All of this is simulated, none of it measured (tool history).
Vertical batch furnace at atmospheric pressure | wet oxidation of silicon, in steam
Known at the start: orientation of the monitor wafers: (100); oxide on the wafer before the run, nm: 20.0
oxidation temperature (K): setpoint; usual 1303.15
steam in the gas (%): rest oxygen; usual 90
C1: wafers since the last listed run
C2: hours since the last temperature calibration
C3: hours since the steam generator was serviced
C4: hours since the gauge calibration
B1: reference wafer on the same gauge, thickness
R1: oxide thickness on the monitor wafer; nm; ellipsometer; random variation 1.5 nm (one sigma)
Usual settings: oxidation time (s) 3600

{"run": 1, "hour": 0.0, "oxidation temperature (K)": 1303.15, "oxidation time (s)": 3600, "steam in the gas (%)": 90, "C1": 0, "C2": 3440.1, "C3": 87.1, "C4": 1815.6, "B1": 451.78, "R1": 516.68}
{"run": 2, "hour": 76.2, "oxidation temperature (K)": 1314.15, "oxidation time (s)": 3600, "steam in the gas (%)": 90, "C1": 1076, "C2": 3516.3, "C3": 163.3, "C4": 1891.8, "B1": 451.71, "R1": 547.88}
{"run": 3, "hour": 166.1, "oxidation temperature (K)": 1314.15, "oxidation time (s)": 3600, "steam in the gas (%)": 90, "C1": 1269, "C2": 3606.2, "C3": 253.2, "C4": 1981.7, "B1": 451.67, "R1": 548.93}
{"run": 4, "hour": 270.0, "oxidation temperature (K)": 1314.15, "oxidation time (s)": 3600, "steam in the gas (%)": 90, "C1": 1467, "C2": 3710.1, "C3": 357.1, "C4": 2085.6, "B1": 451.84, "R1": 546.47}
{"run": 5, "hour": 309.9, "oxidation temperature (K)": 1318.15, "oxidation time (s)": 3600, "steam in the gas (%)": 85, "C1": 563, "C2": 3750, "C3": 397, "C4": 2125.5, "B1": 451.91, "R1": 540.68}
{"run": 6, "hour": 412.9, "oxidation temperature (K)": 1303.15, "oxidation time (s)": 3600, "steam in the gas (%)": 90, "C1": 1455, "C2": 3853, "C3": 500, "C4": 2228.5, "B1": 451.44, "R1": 511.43}
{"run": 7, "hour": 514.4, "oxidation temperature (K)": 1321.15, "oxidation time (s)": 3600, "steam in the gas (%)": 90, "C1": 1433, "C2": 3954.5, "C3": 601.5, "C4": 2330, "B1": 451.73, "R1": 567.07}
{"run": 8, "hour": 581.2, "oxidation temperature (K)": 1321.15, "oxidation time (s)": 3600, "steam in the gas (%)": 90, "C1": 943, "C2": 4021.3, "C3": 668.3, "C4": 2396.8, "B1": 452.37, "R1": 564.14}
{"run": 9, "hour": 619.6, "oxidation temperature (K)": 1321.15, "oxidation time (s)": 3600, "steam in the gas (%)": 90, "C1": 542, "C2": 4059.7, "C3": 706.7, "C4": 2435.2, "B1": 451.66, "R1": 566.5}
{"run": 10, "hour": 715.3, "oxidation temperature (K)": 1303.15, "oxidation time (s)": 3600, "steam in the gas (%)": 90, "C1": 1351, "C2": 4155.4, "C3": 802.4, "C4": 2530.9, "B1": 451.27, "R1": 510.5}
{"run": 11, "hour": 764.8, "oxidation temperature (K)": 1303.15, "oxidation time (s)": 2550, "steam in the gas (%)": 90, "C1": 699, "C2": 4204.9, "C3": 851.9, "C4": 2580.4, "B1": 452.13, "R1": 413.06}
{"run": 12, "hour": 866.6, "oxidation temperature (K)": 1303.15, "oxidation time (s)": 2550, "steam in the gas (%)": 90, "C1": 1438, "C2": 4306.7, "C3": 953.7, "C4": 2682.2, "B1": 452.02, "R1": 414.63}
{"run": 13, "hour": 969.0, "oxidation temperature (K)": 1303.15, "oxidation time (s)": 3600, "steam in the gas (%)": 83, "C1": 1446, "C2": 4409.1, "C3": 1056.1, "C4": 2784.6, "B1": 451.98, "R1": 485.69}
{"run": 14, "hour": 1036.7, "oxidation temperature (K)": 1303.15, "oxidation time (s)": 3600, "steam in the gas (%)": 83, "C1": 956, "C2": 4476.8, "C3": 1123.8, "C4": 2852.3, "B1": 452.38, "R1": 484.8}
{"run": 15, "hour": 1120.3, "oxidation temperature (K)": 1303.15, "oxidation time (s)": 3600, "steam in the gas (%)": 83, "C1": 1180, "C2": 4560.4, "C3": 1207.4, "C4": 2935.9, "B1": 451.87, "R1": 483.56}
{"run": 16, "hour": 1191.1, "oxidation temperature (K)": 1303.15, "oxidation time (s)": 2490, "steam in the gas (%)": 90, "C1": 1000, "C2": 4631.2, "C3": 1278.2, "C4": 3006.7, "B1": 451.78, "R1": 403.54}
{"run": 17, "hour": 1235.4, "oxidation temperature (K)": 1303.15, "oxidation time (s)": 3600, "steam in the gas (%)": 90, "C1": 625, "C2": 4675.5, "C3": 1322.5, "C4": 3051, "B1": 451.82, "R1": 507.8}
{"hour": 1308.6, "done": "gauge calibrated"}
{"run": 18, "hour": 1313.5, "oxidation temperature (K)": 1303.15, "oxidation time (s)": 1950, "steam in the gas (%)": 93, "C1": 1103, "C2": 4753.6, "C3": 1400.6, "C4": 4.9, "B1": 452.16, "R1": 353.18}
{"hour": 1349.3, "done": "thermocouples replaced and temperature profile calibrated"}
{"run": 19, "hour": 1376.5, "oxidation temperature (K)": 1303.15, "oxidation time (s)": 3600, "steam in the gas (%)": 83, "C1": 550, "C2": 27.2, "C3": 1463.6, "C4": 67.9, "B1": 451.93, "R1": 471.05}
{"run": 20, "hour": 1428.8, "oxidation temperature (K)": 1313.15, "oxidation time (s)": 3600, "steam in the gas (%)": 87, "C1": 738, "C2": 79.5, "C3": 1515.9, "C4": 120.2, "B1": 452.78, "R1": 511.43}
{"run": 21, "hour": 1525.8, "oxidation temperature (K)": 1303.15, "oxidation time (s)": 3600, "steam in the gas (%)": 90, "C1": 1370, "C2": 176.5, "C3": 1612.9, "C4": 217.2, "B1": 451.75, "R1": 491.91}
{"hour": 1563.6, "done": "steam generator serviced"}
{"run": 22, "hour": 1587.0, "oxidation temperature (K)": 1280.15, "oxidation time (s)": 3000, "steam in the gas (%)": 81, "C1": 525, "C2": 237.7, "C3": 23.4, "C4": 278.4, "B1": 452.35, "R1": 365.66}
{"run": 23, "hour": 1663.8, "oxidation temperature (K)": 1303.15, "oxidation time (s)": 3600, "steam in the gas (%)": 90, "C1": 1084, "C2": 314.5, "C3": 100.2, "C4": 355.2, "B1": 451.41, "R1": 513.33}
{"run": 24, "hour": 1722.0, "oxidation temperature (K)": 1303.15, "oxidation time (s)": 1800, "steam in the gas (%)": 90, "C1": 822, "C2": 372.7, "C3": 158.4, "C4": 413.4, "B1": 451.71, "R1": 328.51}
{"run": 25, "hour": 1823.7, "oxidation temperature (K)": 1303.15, "oxidation time (s)": 2670, "steam in the gas (%)": 90, "C1": 1436, "C2": 474.4, "C3": 260.1, "C4": 515.1, "B1": 452.49, "R1": 423.29}
{"run": 26, "hour": 1905.0, "oxidation temperature (K)": 1320.15, "oxidation time (s)": 4440, "steam in the gas (%)": 90, "C1": 1148, "C2": 555.7, "C3": 341.4, "C4": 596.4, "B1": 452.35, "R1": 630.78}
{"run": 27, "hour": 1998.9, "oxidation temperature (K)": 1303.15, "oxidation time (s)": 4260, "steam in the gas (%)": 97, "C1": 1326, "C2": 649.6, "C3": 435.3, "C4": 690.3, "B1": 451.51, "R1": 591.06}
{"run": 28, "hour": 2234.0, "oxidation temperature (K)": 1303.15, "oxidation time (s)": 3600, "steam in the gas (%)": 90, "C1": 3321, "C2": 884.7, "C3": 670.4, "C4": 925.4, "B1": 452.25, "R1": 507.03}
{"run": 29, "hour": 2315.3, "oxidation temperature (K)": 1303.15, "oxidation time (s)": 3600, "steam in the gas (%)": 80, "C1": 1148, "C2": 966, "C3": 751.7, "C4": 1006.7, "B1": 451.94, "R1": 467.51}
{"run": 30, "hour": 2351.4, "oxidation temperature (K)": 1303.15, "oxidation time (s)": 4260, "steam in the gas (%)": 90, "C1": 509, "C2": 1002.1, "C3": 787.8, "C4": 1042.8, "B1": 451.68, "R1": 562.86}
{"run": 31, "hour": 2457.4, "oxidation temperature (K)": 1286.15, "oxidation time (s)": 3600, "steam in the gas (%)": 84, "C1": 1497, "C2": 1108.1, "C3": 893.8, "C4": 1148.8, "B1": 452.15, "R1": 434.47}
{"run": 32, "hour": 2502.5, "oxidation temperature (K)": 1303.15, "oxidation time (s)": 3600, "steam in the gas (%)": 90, "C1": 637, "C2": 1153.2, "C3": 938.9, "C4": 1193.9, "B1": 451.98, "R1": 506.87}

What the log doesn't show, run by run:
gauge reads high (%): 0 in every run
H1: true tube temperature minus thermocouple reading, K
H2: steam share off its setpoint, % of the setpoint
run=1 H1=4.12 H2=-1.38
run=2 H1=4.19 H2=-1.62
run=3 H1=4.28 H2=-1.9
run=4 H1=4.39 H2=-2.23
run=5 H1=4.43 H2=-2.36
run=6 H1=4.53 H2=-2.68
run=7 H1=4.64 H2=-3
run=8 H1=4.7 H2=-3.21
run=9 H1=4.74 H2=-3.33
run=10 H1=4.84 H2=-3.63
run=11 H1=4.89 H2=-3.79
run=12 H1=4.99 H2=-4.11
run=13 H1=5.1 H2=-4.43
run=14 H1=5.16 H2=-4.65
run=15 H1=5.25 H2=-4.91
run=16 H1=5.32 H2=-5.13
run=17 H1=5.36 H2=-5.27
run=18 H1=5.44 H2=-5.52
run=19 H1=0.815 H2=-5.72
run=20 H1=0.868 H2=-5.88
run=21 H1=0.966 H2=-6.19
run=22 H1=1.03 H2=-0.494
run=23 H1=1.11 H2=-0.736
run=24 H1=1.16 H2=-0.919
run=25 H1=1.27 H2=-1.24
run=26 H1=1.35 H2=-1.5
run=27 H1=1.44 H2=-1.79
run=28 H1=1.68 H2=-2.53
run=29 H1=1.76 H2=-2.79
run=30 H1=1.8 H2=-2.9
run=31 H1=1.91 H2=-3.23
run=32 H1=1.95 H2=-3.38
